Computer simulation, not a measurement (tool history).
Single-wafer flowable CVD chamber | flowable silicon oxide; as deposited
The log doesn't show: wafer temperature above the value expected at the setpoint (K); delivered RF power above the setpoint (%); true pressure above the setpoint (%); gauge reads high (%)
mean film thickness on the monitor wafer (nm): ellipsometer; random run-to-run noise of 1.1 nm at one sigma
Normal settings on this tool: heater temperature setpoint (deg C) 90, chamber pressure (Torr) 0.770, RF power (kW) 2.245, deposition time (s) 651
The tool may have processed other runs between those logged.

run,hour,heater temperature setpoint (deg C),chamber pressure (Torr),RF power (kW),deposition time (s),wafers since the last listed run,hours since the last thermocouple change,hours since the last RF generator calibration,hours since the last manometer calibration,hours since the showerhead was replaced,hours since the gauge calibration,"read-back reference wafer on the same gauge, thickness_nm",mean film thickness on the monitor wafer (nm)
1,0.0,90,0.770,2.245,651,0,2712.7,1071.8,166.1,2741.2,1371.3,464.937,532.947
2,43.8,90,0.827,2.245,651,144,2756.5,1115.6,209.9,2785.0,1415.1,465.071,569.741
3,127.0,90,0.770,2.245,651,274,2839.7,1198.8,293.1,2868.2,1498.3,465.034,531.861
4,207.9,90,0.770,2.245,651,266,2920.6,1279.7,374.0,2949.1,1579.2,465.183,531.373
# hour 245.2: thermocouple changed; heater temperature recalibrated
5,291.9,85,0.835,2.245,651,250,46.7,1363.7,458.0,3033.1,1663.2,464.847,681.505
6,352.1,90,0.770,2.485,651,198,106.9,1423.9,518.2,3093.3,1723.4,464.985,535.438
7,403.4,90,0.770,2.245,590,169,158.2,1475.2,569.5,3144.6,1774.7,464.994,480.434
8,460.1,90,0.770,2.245,651,186,214.9,1531.9,626.2,3201.3,1831.4,465.167,530.752
# hour 491.2: showerhead replaced
9,534.5,90,0.770,2.640,752,218,289.3,1606.3,700.6,43.3,1905.8,464.945,622.194
10,595.5,87,0.659,2.245,651,201,350.3,1667.3,761.6,104.3,1966.8,464.925,499.616
# hour 622.8: RF generator calibrated
11,660.8,101,0.770,2.245,651,188,415.6,38.0,826.9,169.6,2032.1,464.908,347.348
12,701.6,90,0.770,2.245,651,134,456.4,78.8,867.7,210.4,2072.9,464.961,528.750
# hour 711.4: gauge calibrated
13,791.2,90,0.770,2.245,651,295,546.0,168.4,957.3,300.0,79.8,464.954,527.381
14,844.6,90,0.587,2.245,651,176,599.4,221.8,1010.7,353.4,133.2,465.142,402.290
15,900.1,90,0.770,2.000,651,183,654.9,277.3,1066.2,408.9,188.7,464.963,518.501
16,964.5,100,0.645,1.900,586,212,719.3,341.7,1130.6,473.3,253.1,464.910,263.603
# hour 1146.6: capacitance manometer re-zeroed and calibrated
17,1155.9,78,0.854,2.245,651,604,910.7,533.1,9.3,664.7,444.5,465.037,874.896
18,1260.4,83,0.770,2.125,651,344,1015.2,637.6,113.8,769.2,549.0,464.786,669.356
19,1364.2,90,0.770,2.245,541,342,1119.0,741.4,217.6,873.0,652.8,465.292,442.820
20,1452.7,90,0.770,2.245,651,291,1207.5,829.9,306.1,961.5,741.3,464.958,530.939
21,1533.1,82,0.610,2.245,686,265,1287.9,910.3,386.5,1041.9,821.7,464.959,581.955
22,1569.4,98,0.843,2.510,779,119,1324.2,946.6,422.8,1078.2,858.0,464.914,521.818
23,1633.6,90,0.770,1.935,596,211,1388.4,1010.8,487.0,1142.4,922.2,465.093,475.806
24,1698.3,90,0.708,2.245,547,213,1453.1,1075.5,551.7,1207.1,986.9,464.962,412.181
25,1771.3,90,0.661,2.470,651,240,1526.1,1148.5,624.7,1280.1,1059.9,465.061,460.373
26,1868.5,90,0.770,2.245,742,320,1623.3,1245.7,721.9,1377.3,1157.1,464.944,605.430
27,1932.0,90,0.770,2.245,651,209,1686.8,1309.2,785.4,1440.8,1220.6,464.859,528.704

Here are 5 independent what-if runs from the current tool condition. What would each one return?
A,1932.6,90,0.770,2.245,651,1,1687.4,1309.8,786.0,1441.4,1221.2,?,?
B,1932.6,90,0.770,1.915,778,1,1687.4,1309.8,786.0,1441.4,1221.2,?,?
C,1932.6,101,0.770,1.800,559,1,1687.4,1309.8,786.0,1441.4,1221.2,?,?
D,1932.6,90,0.770,1.800,768,1,1687.4,1309.8,786.0,1441.4,1221.2,?,?
E,1932.6,99,0.953,2.505,716,1,1687.4,1309.8,786.0,1441.4,1221.2,?,?

run,"read-back reference wafer on the same gauge, thickness_nm",mean film thickness on the monitor wafer (nm)
A,465.079,527.983
B,465.079,616.517
C,465.079,288.573
D,465.079,602.131
E,465.079,517.419
Take away the tool's hidden state, keep each run's random variation, and the runs would have read:
run,mean film thickness on the monitor wafer (nm)
A,531.031
B,620.076
C,290.239
D,605.607
E,520.179
